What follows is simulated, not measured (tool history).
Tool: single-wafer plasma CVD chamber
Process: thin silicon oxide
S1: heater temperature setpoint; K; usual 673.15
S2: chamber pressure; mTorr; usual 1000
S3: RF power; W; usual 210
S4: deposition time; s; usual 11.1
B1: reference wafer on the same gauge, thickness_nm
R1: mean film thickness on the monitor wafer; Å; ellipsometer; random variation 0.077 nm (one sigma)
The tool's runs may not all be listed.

| run | hour | S1 | S2 | S3 | S4 | B1 | R1 |
|---|---|---|---|---|---|---|---|
| 1 | 0.0 | 673.15 | 1000 | 210 | 11.1 | 23.343 | 197.60 |
| 2 | 104.4 | 673.15 | 1000 | 210 | 11.1 | 23.317 | 198.42 |
| 3 | 210.4 | 673.15 | 1000 | 210 | 11.1 | 23.298 | 198.32 |
| 4 | 278.6 | 673.15 | 1000 | 210 | 11.1 | 23.312 | 197.86 |
| 5 | 371.1 | 673.15 | 1000 | 210 | 11.1 | 23.291 | 199.42 |
| 6 | 469.5 | 673.15 | 1000 | 210 | 11.1 | 23.288 | 199.71 |
|  | 485.0 | capacitance manometer re-zeroed and calibrated |
| 7 | 512.0 | 673.15 | 1000 | 210 | 11.1 | 23.285 | 191.90 |
|  | 576.2 | gauge calibrated |
| 8 | 615.5 | 673.15 | 1000 | 210 | 11.1 | 23.293 | 193.00 |
| 9 | 657.5 | 673.15 | 1000 | 210 | 11.1 | 23.292 | 192.90 |
|  | 695.7 | thermocouple changed; heater temperature recalibrated |
| 10 | 731.1 | 673.15 | 1000 | 210 | 11.1 | 23.298 | 192.75 |
| 11 | 823.3 | 680.15 | 1000 | 210 | 11.1 | 23.306 | 191.59 |
| 12 | 862.6 | 673.15 | 1000 | 210 | 11.1 | 23.315 | 193.16 |
| 13 | 968.3 | 673.15 | 1000 | 210 | 11.1 | 23.312 | 192.19 |
|  | 992.2 | RF generator calibrated |
| 14 | 1013.8 | 673.15 | 1120 | 210 | 10.4 | 23.290 | 193.58 |
|  | 1022.5 | showerhead replaced |
| 15 | 1113.5 | 686.15 | 1000 | 175 | 9.2 | 23.295 | 151.50 |
| 16 | 1149.6 | 673.15 | 1000 | 210 | 11.1 | 23.285 | 198.54 |
| 17 | 1207.1 | 688.15 | 1070 | 175 | 9.8 | 23.299 | 166.03 |
| 18 | 1311.5 | 673.15 | 760 | 200 | 11.1 | 23.300 | 171.86 |
| 19 | 1396.2 | 679.15 | 770 | 210 | 11.1 | 23.292 | 175.75 |

3 ways to go on from here, each from the tool as it stands after run 19. What would each give?
| A | 1396.6 | 673.15 | 1000 | 210 | 11.1 | ? | ? |
| B | 1396.6 | 673.15 | 1120 | 190 | 11.1 | ? | ? |
| C | 1396.6 | 685.15 | 1000 | 195 | 13.2 | ? | ? |

| run | B1 | R1 |
|---|---|---|
| A | 23.308 | 197.09 |
| B | 23.308 | 198.82 |
| C | 23.308 | 226.17 |
Without the tool's hidden state the same runs would have given:
| run | R1 |
|---|---|
| A | 195.24 |
| B | 196.95 |
| C | 224.04 |

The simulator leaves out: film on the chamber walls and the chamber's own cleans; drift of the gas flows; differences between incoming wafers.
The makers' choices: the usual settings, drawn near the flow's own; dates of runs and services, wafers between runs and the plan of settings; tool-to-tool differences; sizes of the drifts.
